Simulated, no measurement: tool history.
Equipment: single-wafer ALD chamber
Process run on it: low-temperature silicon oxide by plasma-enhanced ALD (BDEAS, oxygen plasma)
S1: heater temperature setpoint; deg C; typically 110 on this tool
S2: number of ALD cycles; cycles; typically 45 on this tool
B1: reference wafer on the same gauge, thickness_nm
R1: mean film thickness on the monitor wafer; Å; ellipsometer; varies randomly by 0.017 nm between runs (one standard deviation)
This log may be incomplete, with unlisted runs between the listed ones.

run 1 day=0 | S1=110 S2=45 | B1=7.577 | R1=68.66
run 2 day=1.117 | S1=110 S2=45 | B1=7.586 | R1=68.96
run 3 day=2.271 | S1=110 S2=45 | B1=7.578 | R1=68.96
run 4 day=9.808 | S1=110 S2=45 | B1=7.573 | R1=68.85
run 5 day=11.588 | S1=110 S2=45 | B1=7.588 | R1=69
run 6 day=14.117 | S1=110 S2=45 | B1=7.579 | R1=68.71
run 7 day=22.712 | S1=103 S2=45 | B1=7.578 | R1=70.43
run 8 day=25.05 | S1=103 S2=45 | B1=7.578 | R1=70.49
run 9 day=26.1 | S1=103 S2=45 | B1=7.579 | R1=70.39
run 10 day=28.996 | S1=118 S2=45 | B1=7.58 | R1=68.23
run 11 day=31.121 | S1=118 S2=37 | B1=7.584 | R1=56.17
run 12 day=32.679 | S1=110 S2=45 | B1=7.579 | R1=69.45
run 13 day=34.025 | S1=110 S2=45 | B1=7.573 | R1=69.41
run 14 day=36.079 | S1=120 S2=45 | B1=7.583 | R1=67.77
run 15 day=39.112 | S1=119 S2=41 | B1=7.578 | R1=62.16
run 16 day=41.083 | S1=119 S2=41 | B1=7.585 | R1=61.34
run 17 day=42.096 | S1=110 S2=47 | B1=7.584 | R1=71.85
run 18 day=44.679 | S1=118 S2=41 | B1=7.583 | R1=61.54
run 19 day=47.608 | S1=116 S2=47 | B1=7.583 | R1=70.87
run 20 day=48.971 | S1=110 S2=45 | B1=7.572 | R1=68.54
run 21 day=51.838 | S1=120 S2=39 | B1=7.58 | R1=58.35

Taken out of this log: 2 entries between the listed runs. Where each belongs, and how the hidden state differs across it:
Logged between run 9 and run 10: gauge calibrated (day 28.562)
  wafer temperature above the value expected at the setpoint (K): -3.89 -> -4.27
  the result without the hidden state subtracted from the measured one, R1: +0.87 -> +0.62 Å
Logged between run 15 and run 16: thermocouple changed; heater temperature recalibrated (day 40.967)
  wafer temperature above the value expected at the setpoint (K): -5.78 -> -0.428
  the result without the hidden state subtracted from the measured one, R1: +0.76 -> +0.05 Å
